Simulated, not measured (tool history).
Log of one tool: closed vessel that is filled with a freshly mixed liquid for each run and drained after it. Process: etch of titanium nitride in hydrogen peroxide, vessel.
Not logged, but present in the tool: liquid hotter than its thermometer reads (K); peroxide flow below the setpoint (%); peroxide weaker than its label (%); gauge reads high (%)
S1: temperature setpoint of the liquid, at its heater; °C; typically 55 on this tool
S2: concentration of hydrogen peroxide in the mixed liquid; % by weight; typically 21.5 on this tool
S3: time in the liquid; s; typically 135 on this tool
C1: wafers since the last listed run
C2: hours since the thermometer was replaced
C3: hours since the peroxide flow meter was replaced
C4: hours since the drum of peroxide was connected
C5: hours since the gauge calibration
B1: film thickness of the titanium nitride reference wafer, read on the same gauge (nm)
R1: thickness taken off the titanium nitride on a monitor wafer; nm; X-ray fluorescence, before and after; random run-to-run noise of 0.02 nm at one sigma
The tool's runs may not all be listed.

{"run": 1, "hour": 0.0, "S1": 55, "S2": 23, "S3": 135, "C1": 0, "C2": 2142.4, "C3": 1184.7, "C4": 626.6, "C5": 213.3, "B1": 100.01, "R1": 12.18}
{"hour": 2.5, "done": "gauge calibrated"}
{"run": 2, "hour": 15.1, "S1": 55, "S2": 23, "S3": 135, "C1": 1472, "C2": 2157.5, "C3": 1199.8, "C4": 641.7, "C5": 12.6, "B1": 100.02, "R1": 12.1}
{"run": 3, "hour": 22.2, "S1": 55, "S2": 23, "S3": 135, "C1": 692, "C2": 2164.6, "C3": 1206.9, "C4": 648.8, "C5": 19.7, "B1": 100.01, "R1": 12.14}
{"run": 4, "hour": 39.6, "S1": 55, "S2": 18.5, "S3": 135, "C1": 1696, "C2": 2182, "C3": 1224.3, "C4": 666.2, "C5": 37.1, "B1": 99.99, "R1": 11.6}
{"run": 5, "hour": 52.9, "S1": 55, "S2": 21.5, "S3": 135, "C1": 1296, "C2": 2195.3, "C3": 1237.6, "C4": 679.5, "C5": 50.4, "B1": 100.01, "R1": 12.01}
{"run": 6, "hour": 70.3, "S1": 55, "S2": 21.5, "S3": 135, "C1": 1696, "C2": 2212.7, "C3": 1255, "C4": 696.9, "C5": 67.8, "B1": 100.02, "R1": 11.99}
{"hour": 84.4, "done": "new drum of peroxide connected"}
{"hour": 87.2, "done": "peroxide flow meter replaced"}
{"run": 7, "hour": 87.7, "S1": 55, "S2": 21.5, "S3": 135, "C1": 1501, "C2": 2230.1, "C3": 0.5, "C4": 3.3, "C5": 85.2, "B1": 100.01, "R1": 12.24}
{"run": 8, "hour": 96.3, "S1": 55, "S2": 21.5, "S3": 135, "C1": 838, "C2": 2238.7, "C3": 9.1, "C4": 11.9, "C5": 93.8, "B1": 100.01, "R1": 12.27}
{"run": 9, "hour": 110.5, "S1": 55, "S2": 21.5, "S3": 135, "C1": 1384, "C2": 2252.9, "C3": 23.3, "C4": 26.1, "C5": 108, "B1": 99.99, "R1": 12.25}
{"run": 10, "hour": 120.9, "S1": 55, "S2": 21.5, "S3": 135, "C1": 1013, "C2": 2263.3, "C3": 33.7, "C4": 36.5, "C5": 118.4, "B1": 99.97, "R1": 12.27}
{"run": 11, "hour": 134.3, "S1": 55, "S2": 27.5, "S3": 135, "C1": 1306, "C2": 2276.7, "C3": 47.1, "C4": 49.9, "C5": 131.8, "B1": 100, "R1": 12.99}
{"run": 12, "hour": 143.4, "S1": 45.5, "S2": 21.5, "S3": 195, "C1": 887, "C2": 2285.8, "C3": 56.2, "C4": 59, "C5": 140.9, "B1": 100.03, "R1": 9.05}
{"run": 13, "hour": 151.4, "S1": 55, "S2": 21.5, "S3": 135, "C1": 779, "C2": 2293.8, "C3": 64.2, "C4": 67, "C5": 148.9, "B1": 100.02, "R1": 12.26}
{"run": 14, "hour": 157.6, "S1": 55, "S2": 21.5, "S3": 135, "C1": 604, "C2": 2300, "C3": 70.4, "C4": 73.2, "C5": 155.1, "B1": 100.02, "R1": 12.27}
{"run": 15, "hour": 171.9, "S1": 58.5, "S2": 24, "S3": 160, "C1": 1394, "C2": 2314.3, "C3": 84.7, "C4": 87.5, "C5": 169.4, "B1": 100.01, "R1": 18.97}
{"hour": 185.6, "done": "thermometer replaced"}
{"run": 16, "hour": 189.7, "S1": 64.5, "S2": 21.5, "S3": 100, "C1": 1637, "C2": 4.1, "C3": 102.5, "C4": 105.3, "C5": 187.2, "B1": 99.98, "R1": 14.55}
{"hour": 193.4, "done": "gauge calibrated"}
{"run": 17, "hour": 204.9, "S1": 61, "S2": 21.5, "S3": 105, "C1": 1481, "C2": 19.3, "C3": 117.7, "C4": 120.5, "C5": 11.5, "B1": 100.02, "R1": 12.1}
{"run": 18, "hour": 215.3, "S1": 49.5, "S2": 21.5, "S3": 160, "C1": 1013, "C2": 29.7, "C3": 128.1, "C4": 130.9, "C5": 21.9, "B1": 100.01, "R1": 8.28}
{"run": 19, "hour": 228.9, "S1": 45, "S2": 26, "S3": 135, "C1": 1325, "C2": 43.3, "C3": 141.7, "C4": 144.5, "C5": 35.5, "B1": 100.01, "R1": 5.21}
{"run": 20, "hour": 238.5, "S1": 47.5, "S2": 21.5, "S3": 165, "C1": 935, "C2": 52.9, "C3": 151.3, "C4": 154.1, "C5": 45.1, "B1": 100.01, "R1": 7.39}
{"run": 21, "hour": 245.2, "S1": 46, "S2": 21.5, "S3": 135, "C1": 653, "C2": 59.6, "C3": 158, "C4": 160.8, "C5": 51.8, "B1": 100.01, "R1": 5.4}

Measured minus without-hidden-state, run by run (identical run-to-run variation in each term; gauge scatter may differ):
run=1 R1=+1.8
run=2 R1=+1.79
run=3 R1=+1.8
run=4 R1=+1.74
run=5 R1=+1.8
run=6 R1=+1.81
run=7 R1=+2.05
run=8 R1=+2.06
run=9 R1=+2.06
run=10 R1=+2.07
run=11 R1=+2.2
run=12 R1=+1.62
run=13 R1=+2.08
run=14 R1=+2.08
run=15 R1=+3.17
run=16 R1=+0.14
run=17 R1=+0.12
run=18 R1=+0.1
run=19 R1=+0.06
run=20 R1=+0.09
run=21 R1=+0.07
